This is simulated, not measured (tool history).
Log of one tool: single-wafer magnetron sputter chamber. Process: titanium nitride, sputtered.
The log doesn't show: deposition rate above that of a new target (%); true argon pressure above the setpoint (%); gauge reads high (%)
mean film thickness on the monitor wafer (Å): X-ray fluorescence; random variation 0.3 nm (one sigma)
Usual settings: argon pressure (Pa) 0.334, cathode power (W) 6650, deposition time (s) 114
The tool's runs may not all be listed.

run	hour	argon pressure (Pa)	cathode power (W)	deposition time (s)	wafers since the last listed run	wafers on the sputter target	hours since the last manometer calibration	hours since the magnet pack was replaced	hours since the gauge calibration	read-back reference wafer on the same gauge, thickness_nm	mean film thickness on the monitor wafer (Å)
1	0.0	0.334	6150	114	0	2461	1789.0	3746.4	552.8	107.022	1244.02
2	7.5	0.334	5400	103	69	2531	1796.5	3753.9	560.3	106.954	1027.27
# hour 12.0: gauge calibrated
3	24.5	0.334	6650	114	157	2689	1813.5	3770.9	12.5	106.940	1314.39
4	38.0	0.334	6100	114	125	2814	1827.0	3784.4	26.0	106.969	1236.33
# hour 59.7: sputter target and shields replaced
5	60.2	0.334	6650	114	131	4	1849.2	3806.6	48.2	106.983	1312.71
6	70.1	0.334	6650	114	91	96	1859.1	3816.5	58.1	106.971	1311.60
# hour 84.5: magnet pack replaced
7	85.0	0.334	6650	114	64	160	1874.0	0.5	73.0	106.996	1313.51
8	92.1	0.334	6650	114	65	226	1881.1	7.6	80.1	107.041	1312.37
9	98.8	0.334	6650	114	62	289	1887.8	14.3	86.8	107.066	1313.71
10	110.6	0.259	6650	114	109	398	1899.6	26.1	98.6	106.972	1341.43
11	125.5	0.445	6650	127	138	537	1914.5	41.0	113.5	106.967	1409.15
# hour 143.3: capacitance manometer re-zeroed and calibrated
12	143.8	0.440	8150	107	95	632	0.5	59.3	131.8	107.027	1384.65
13	150.8	0.279	6650	114	65	697	7.5	66.3	138.8	106.963	1331.78
14	168.6	0.224	6650	125	165	863	25.3	84.1	156.6	107.041	1485.59
15	185.3	0.334	6650	114	155	1018	42.0	100.8	173.3	107.027	1306.51
16	196.0	0.334	7600	114	99	1117	52.7	111.5	184.0	107.004	1445.58
17	202.3	0.334	7150	114	58	1176	59.0	117.8	190.3	106.962	1383.64
18	208.4	0.334	6650	114	56	1232	65.1	123.9	196.4	107.003	1304.19
19	222.6	0.334	6650	114	131	1364	79.3	138.1	210.6	107.027	1312.19
20	234.8	0.236	5600	125	113	1478	91.5	150.3	222.8	107.047	1313.22
21	270.7	0.395	6650	97	333	1811	127.4	186.2	258.7	106.956	1095.60
22	288.6	0.334	6650	114	166	1977	145.3	204.1	276.6	106.991	1312.68
23	304.9	0.240	6650	114	151	2129	161.6	220.4	292.9	106.977	1351.69
24	322.2	0.334	6650	114	160	2290	178.9	237.7	310.2	106.925	1310.31
25	338.4	0.334	6650	114	150	2440	195.1	253.9	326.4	107.008	1309.04
26	344.9	0.370	6000	114	60	2500	201.6	260.4	332.9	107.018	1206.95
27	358.4	0.240	7600	114	125	2626	215.1	273.9	346.4	106.993	1483.27
28	366.0	0.290	6650	94	70	2696	222.7	281.5	354.0	107.081	1096.62
# hour 384.0: sputter target and shields replaced
29	384.5	0.448	6650	114	97	4	241.2	300.0	372.5	106.986	1266.53
30	394.4	0.334	6650	114	91	96	251.1	309.9	382.4	106.970	1307.82
31	400.5	0.283	7450	133	56	153	257.2	316.0	388.5	107.036	1688.33
32	413.8	0.467	6650	114	123	276	270.5	329.3	401.8	107.016	1258.22
33	425.9	0.334	5950	122	112	389	282.6	341.4	413.9	107.032	1298.94
34	433.1	0.334	6650	114	66	456	289.8	348.6	421.1	106.968	1312.74
35	447.2	0.334	6650	114	130	587	303.9	362.7	435.2	106.956	1312.98

The tool's hidden state at each run:
deposition rate above that of a new target (%): 0 in every run
true argon pressure above the setpoint (%): 0 in every run
gauge reads high (%): 0 in every run
